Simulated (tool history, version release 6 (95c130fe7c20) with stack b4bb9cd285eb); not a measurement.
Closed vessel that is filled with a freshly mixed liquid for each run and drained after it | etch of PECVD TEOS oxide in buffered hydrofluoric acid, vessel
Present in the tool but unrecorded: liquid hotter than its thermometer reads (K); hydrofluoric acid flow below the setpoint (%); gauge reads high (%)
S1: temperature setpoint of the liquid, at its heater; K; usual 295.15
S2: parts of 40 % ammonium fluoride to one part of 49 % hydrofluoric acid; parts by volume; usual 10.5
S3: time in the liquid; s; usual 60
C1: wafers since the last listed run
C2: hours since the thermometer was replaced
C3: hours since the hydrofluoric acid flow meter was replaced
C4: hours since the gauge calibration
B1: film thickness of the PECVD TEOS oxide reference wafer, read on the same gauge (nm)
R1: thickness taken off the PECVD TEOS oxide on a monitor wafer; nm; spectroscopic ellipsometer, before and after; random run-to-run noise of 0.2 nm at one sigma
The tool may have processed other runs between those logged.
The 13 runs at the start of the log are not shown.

| run | hour | S1 | S2 | S3 | C1 | C2 | C3 | C4 | B1 | R1 |
|---|---|---|---|---|---|---|---|---|---|---|
| 14 | 302.6 | 295.15 | 10.5 | 90 | 2073 | 2363.4 | 172.4 | 552.1 | 59.97 | 107.37 |
| 15 | 334.4 | 295.15 | 10.5 | 60 | 3416 | 2395.2 | 204.2 | 583.9 | 60.02 | 72.02 |
| 16 | 347.4 | 297.15 | 10.5 | 60 | 1396 | 2408.2 | 217.2 | 596.9 | 59.99 | 80.37 |
| 17 | 369.4 | 299.65 | 14.0 | 75 | 2363 | 2430.2 | 239.2 | 618.9 | 60.00 | 87.33 |
| 18 | 397.6 | 291.15 | 10.5 | 70 | 3029 | 2458.4 | 267.4 | 647.1 | 60.01 | 67.64 |
| 19 | 412.3 | 296.65 | 7.0 | 50 | 1579 | 2473.1 | 282.1 | 661.8 | 60.01 | 95.96 |
|  | 414.3 | thermometer replaced |
| 20 | 424.3 | 293.15 | 11.5 | 80 | 1181 | 10.0 | 294.1 | 673.8 | 59.98 | 85.88 |
| 21 | 450.4 | 295.15 | 8.5 | 30 | 2804 | 36.1 | 320.2 | 699.9 | 60.05 | 46.72 |
|  | 470.2 | gauge calibrated |
| 22 | 484.0 | 293.65 | 10.5 | 95 | 3610 | 69.7 | 353.8 | 13.8 | 59.99 | 114.45 |
| 23 | 516.9 | 297.15 | 7.0 | 30 | 3534 | 102.6 | 386.7 | 46.7 | 59.98 | 64.38 |
|  | 538.3 | thermometer replaced, repeated, since the last time left the tool worse |
| 24 | 542.6 | 292.65 | 9.0 | 60 | 2653 | 4.3 | 412.4 | 72.4 | 59.98 | 65.09 |
| 25 | 567.1 | 295.15 | 10.5 | 60 | 2632 | 28.8 | 436.9 | 96.9 | 60.00 | 66.12 |
| 26 | 610.7 | 296.65 | 10.5 | 60 | 4684 | 72.4 | 480.5 | 140.5 | 60.04 | 72.41 |
| 27 | 623.8 | 295.15 | 10.5 | 60 | 1407 | 85.5 | 493.6 | 153.6 | 60.01 | 67.10 |
| 28 | 637.8 | 293.65 | 10.5 | 60 | 1504 | 99.5 | 507.6 | 167.6 | 60.00 | 61.52 |
| 29 | 656.9 | 295.15 | 12.5 | 90 | 2052 | 118.6 | 526.7 | 186.7 | 60.01 | 84.51 |
| 30 | 672.9 | 295.15 | 8.5 | 60 | 1719 | 134.6 | 542.7 | 202.7 | 59.95 | 79.95 |
| 31 | 699.5 | 295.15 | 9.0 | 60 | 2858 | 161.2 | 569.3 | 229.3 | 59.99 | 74.80 |
| 32 | 721.7 | 298.15 | 14.5 | 60 | 2385 | 183.4 | 591.5 | 251.5 | 60.03 | 57.65 |
| 33 | 736.5 | 290.65 | 10.5 | 50 | 1590 | 198.2 | 606.3 | 266.3 | 59.99 | 43.48 |

Here are 4 independent what-if runs from the current tool condition. What would each one return?
| A | 737.2 | 295.15 | 10.5 | 45 | 75 | 198.9 | 607.0 | 267.0 | ? | ? |
| B | 737.2 | 296.65 | 13.0 | 45 | 75 | 198.9 | 607.0 | 267.0 | ? | ? |
| C | 737.2 | 297.15 | 9.0 | 85 | 75 | 198.9 | 607.0 | 267.0 | ? | ? |
| D | 737.2 | 298.15 | 9.0 | 35 | 75 | 198.9 | 607.0 | 267.0 | ? | ? |

| run | B1 | R1 |
|---|---|---|
| A | 59.99 | 50.23 |
| B | 59.99 | 44.27 |
| C | 59.99 | 118.62 |
| D | 59.99 | 51.56 |
Without the tool's unlogged condition, the same runs would have read:
| run | R1 |
|---|---|
| A | 49.38 |
| B | 43.53 |
| C | 116.64 |
| D | 50.71 |
